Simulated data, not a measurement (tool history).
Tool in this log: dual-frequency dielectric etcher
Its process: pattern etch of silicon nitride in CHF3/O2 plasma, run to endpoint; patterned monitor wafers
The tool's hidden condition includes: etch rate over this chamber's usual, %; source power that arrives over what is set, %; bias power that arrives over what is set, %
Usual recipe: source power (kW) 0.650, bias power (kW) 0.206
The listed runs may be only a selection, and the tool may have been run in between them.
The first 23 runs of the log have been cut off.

run,hour,source power (kW),bias power (kW),wafers since the last listed run,hours since the last wet clean,hours since the last source power generator calibration,hours since the last bias power generator calibration,hours since the last upper electrode change,"incoming incoming film thickness, nm",endpoint time (s)
24,2050.3,0.650,0.256,979,865.7,420.6,1456.1,1683.2,53.8,34.0
# hour 2101.5: wet clean of the chamber
25,2111.4,0.650,0.206,414,9.9,481.7,1517.2,1744.3,53.7,36.5
26,2179.3,0.650,0.206,758,77.8,549.6,1585.1,1812.2,53.7,36.2
27,2242.5,0.740,0.175,706,141.0,612.8,1648.3,1875.4,53.6,36.4
28,2304.4,0.650,0.254,691,202.9,674.7,1710.2,1937.3,52.7,33.5
29,2369.9,0.650,0.220,732,268.4,740.2,1775.7,2002.8,53.5,35.4
30,2444.6,0.760,0.175,834,343.1,814.9,1850.4,2077.5,53.2,35.7
31,2498.5,0.650,0.206,602,397.0,868.8,1904.3,2131.4,54.2,36.4
32,2595.9,0.650,0.206,1088,494.4,966.2,2001.7,2228.8,54.0,36.4
33,2690.8,0.650,0.206,1060,589.3,1061.1,2096.6,2323.7,53.8,36.3
34,2795.9,0.590,0.234,1174,694.4,1166.2,2201.7,2428.8,54.0,36.0
# hour 2875.4: wet clean of the chamber
35,2879.0,0.770,0.158,660,3.6,1249.3,2284.8,2511.9,53.7,36.8
36,2971.5,0.730,0.244,1033,96.1,1341.8,2377.3,2604.4,53.2,32.7

What if the next run were any one of these 3? Each begins from the tool's condition after run 36:
A,2971.9,0.650,0.243,4,96.5,1342.2,2377.7,2604.8,53.3,?
B,2971.9,0.730,0.240,4,96.5,1342.2,2377.7,2604.8,53.3,?
C,2971.9,0.650,0.255,4,96.5,1342.2,2377.7,2604.8,53.3,?

run,endpoint time (s)
A,34.0
B,32.9
C,33.5
Had the tool no hidden state, the same runs would have come out as:
run,endpoint time (s)
A,34.1
B,33.0
C,33.6

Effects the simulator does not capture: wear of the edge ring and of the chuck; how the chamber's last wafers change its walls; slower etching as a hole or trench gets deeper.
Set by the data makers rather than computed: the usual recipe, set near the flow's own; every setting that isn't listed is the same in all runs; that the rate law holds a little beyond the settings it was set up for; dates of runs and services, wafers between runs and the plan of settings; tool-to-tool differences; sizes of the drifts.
